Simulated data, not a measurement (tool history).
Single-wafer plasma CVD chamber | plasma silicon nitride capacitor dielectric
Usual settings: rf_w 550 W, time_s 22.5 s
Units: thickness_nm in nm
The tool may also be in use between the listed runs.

| run | hour | rf_w | time_s | wafers since the last listed run | hours since the last RF generator calibration | hours since the showerhead was replaced | hours since the gauge calibration | read-back reference wafer on the same gauge, thickness_nm | thickness_nm |
|---|---|---|---|---|---|---|---|---|---|
| 1 | 0.0 | 570 | 22.5 | 0 | 1413.5 | 5079.7 | 203.5 | 35.895 | 34.802 |
| 2 | 38.9 | 570 | 22.5 | 814 | 1452.4 | 5118.6 | 242.4 | 35.903 | 34.884 |
| 3 | 95.0 | 570 | 22.5 | 1175 | 1508.5 | 5174.7 | 298.5 | 35.903 | 34.676 |
| 4 | 136.2 | 550 | 22.5 | 863 | 1549.7 | 5215.9 | 339.7 | 35.897 | 34.579 |
| 5 | 163.3 | 550 | 22.5 | 567 | 1576.8 | 5243.0 | 366.8 | 35.891 | 34.439 |
| 6 | 223.3 | 485 | 20.4 | 1256 | 1636.8 | 5303.0 | 426.8 | 35.903 | 30.509 |
|  | 230.3 | gauge calibrated |
|  | 233.2 | showerhead replaced |
| 7 | 259.2 | 550 | 25.5 | 584 | 1672.7 | 26.0 | 28.9 | 35.908 | 38.959 |
| 8 | 290.0 | 550 | 19.5 | 645 | 1703.5 | 56.8 | 59.7 | 35.899 | 29.793 |
| 9 | 321.5 | 570 | 22.5 | 659 | 1735.0 | 88.3 | 91.2 | 35.909 | 34.564 |
|  | 432.5 | RF generator calibrated |
| 10 | 527.6 | 550 | 22.5 | 4149 | 95.1 | 294.4 | 297.3 | 35.900 | 34.872 |
| 11 | 579.2 | 580 | 21.2 | 1080 | 146.7 | 346.0 | 348.9 | 35.892 | 33.246 |
|  | 600.1 | gauge calibrated |
| 12 | 633.4 | 450 | 23.8 | 1135 | 200.9 | 400.2 | 33.3 | 35.897 | 35.456 |
| 13 | 666.8 | 455 | 18.9 | 699 | 234.3 | 433.6 | 66.7 | 35.899 | 28.274 |
| 14 | 703.7 | 505 | 25.2 | 772 | 271.2 | 470.5 | 103.6 | 35.892 | 38.353 |
| 15 | 767.2 | 510 | 21.2 | 1330 | 334.7 | 534.0 | 167.1 | 35.899 | 32.309 |

3 ways to go on from here, each from the tool as it stands after run 15. What would each give?
| A | 767.6 | 550 | 25.8 | 8 | 335.1 | 534.4 | 167.5 | ? | ? |
| B | 767.6 | 635 | 22.5 | 8 | 335.1 | 534.4 | 167.5 | ? | ? |
| C | 767.6 | 470 | 22.5 | 8 | 335.1 | 534.4 | 167.5 | ? | ? |

| run | read-back reference wafer on the same gauge, thickness_nm | thickness_nm |
|---|---|---|
| A | 35.896 | 39.982 |
| B | 35.896 | 35.870 |
| C | 35.896 | 33.858 |
Without the tool's hidden state the same runs would have given:
| run | thickness_nm |
|---|---|
| A | 40.100 |
| B | 35.977 |
| C | 33.959 |

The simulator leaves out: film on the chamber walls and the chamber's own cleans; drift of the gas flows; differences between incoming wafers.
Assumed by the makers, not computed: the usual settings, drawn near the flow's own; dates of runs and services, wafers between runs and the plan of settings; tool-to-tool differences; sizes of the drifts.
